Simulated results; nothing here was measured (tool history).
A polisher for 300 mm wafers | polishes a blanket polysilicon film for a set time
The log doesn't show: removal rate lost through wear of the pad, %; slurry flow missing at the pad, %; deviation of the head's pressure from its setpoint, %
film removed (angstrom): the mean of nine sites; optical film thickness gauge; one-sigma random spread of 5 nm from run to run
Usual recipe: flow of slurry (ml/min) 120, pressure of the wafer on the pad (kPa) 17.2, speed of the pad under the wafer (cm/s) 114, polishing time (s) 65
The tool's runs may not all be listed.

run,hour,flow of slurry (ml/min),pressure of the wafer on the pad (kPa),speed of the pad under the wafer (cm/s),polishing time (s),wafers since the last listed run,wafers polished on this pad,hours since the slurry nozzle was cleaned,hours since the head pressure was calibrated,"incoming thickness of the incoming film, nm",film removed (angstrom)
1,0,110,17.2,114,65,0,20,75,650.6,1574.1,4475
2,6,110,17.2,114,65,59,80,81,656.6,1588.1,4482
3,15.6,110,17.2,114,65,95,175,90.6,666.2,1604.4,4380
4,32.2,120,17.2,114,56,165,341,107.2,682.8,1547,3919
5,38.2,120,17.2,114,56,59,401,113.2,688.8,1566.4,3942
6,47.7,120,17.2,114,65,94,495,122.7,698.3,1596.8,4522
7,53.8,120,17.2,102,73,60,556,128.8,704.4,1563.4,4625
8,62.8,120,17.2,102,73,89,646,137.8,713.4,1568.1,4545
9,75.7,120,17.2,100,65,128,775,150.7,726.3,1586.5,3918
10,89.3,120,17.2,100,65,135,910,164.3,739.9,1595.9,3862
11,99.9,120,21.4,114,65,105,1016,174.9,750.5,1552.3,5407
12,111.2,120,21.4,114,65,112,1129,186.2,761.8,1572.6,5303
# hour 118.5: worn pad replaced by a new one
13,119,120,17.2,92,65,37,5,194,769.6,1583.6,3654
14,131.1,120,17.2,92,65,120,126,206.1,781.7,1569.3,3630
15,139.3,120,17.2,92,65,81,207,214.3,789.9,1550.6,3573
16,148.6,120,17.2,114,65,92,300,223.6,799.2,1562.4,4479
# hour 158.5: slurry nozzle cleaned
# hour 162.8: head pressure recalibrated
17,163.3,95,17.2,114,65,116,417,4.8,0.5,1567,4699
18,169.3,120,17.2,150,83,59,477,10.8,6.5,1599,8195
19,186.9,120,21.4,144,65,175,652,28.4,24.1,1560.3,7345
20,193.2,120,17.2,102,73,62,715,34.7,30.4,1572.5,4903
# hour 229.9: worn pad replaced by a new one
21,231.1,145,11,96,74,338,11,72.6,68.3,1554.1,3341
22,240.2,80,20.7,114,65,90,102,81.7,77.4,1555.1,5282
23,256,120,17.2,114,65,157,260,97.5,93.2,1561.3,4870
24,265.8,120,17.2,92,65,97,357,107.3,103,1567.4,3883
25,276.7,120,23.4,114,65,108,466,118.2,113.9,1590.7,6322
26,285.8,120,14.5,114,65,90,557,127.3,123,1539.8,4169
27,292.8,100,17.2,114,65,69,626,134.3,130,1586.5,4672
28,304.8,150,14.5,114,44,119,746,146.3,142,1574.1,2842
29,315,120,20,114,65,101,848,156.5,152.2,1546.8,5505
30,326.3,120,17.2,114,65,112,960,167.8,163.5,1560.9,4828
31,341.5,95,12.4,114,65,151,1112,183,178.7,1535.2,3536
32,353.2,100,11.7,132,72,116,1229,194.7,190.4,1576.7,4287
# hour 357.4: worn pad replaced by a new one
33,364.9,135,17.2,104,42,76,74,206.4,202.1,1558.9,2816
34,379.8,120,15.2,140,65,148,223,221.3,217,1578.4,5149

Each row is a separate what-if for the run after 34, all from the same tool condition, not one after another. Results?
A,380.2,120,20.7,114,65,3,227,221.7,217.4,1575.6,?
B,380.2,145,17.2,114,75,3,227,221.7,217.4,1575.6,?
C,380.2,140,17.2,132,65,3,227,221.7,217.4,1575.6,?
D,380.2,120,17.2,78,46,3,227,221.7,217.4,1575.6,?

run,film removed (angstrom)
A,5527
B,5635
C,5625
D,2298
With the hidden condition removed and each run's random variation left untouched, the same runs would have given:
run,film removed (angstrom)
A,5738
B,5849
C,5839
D,2385
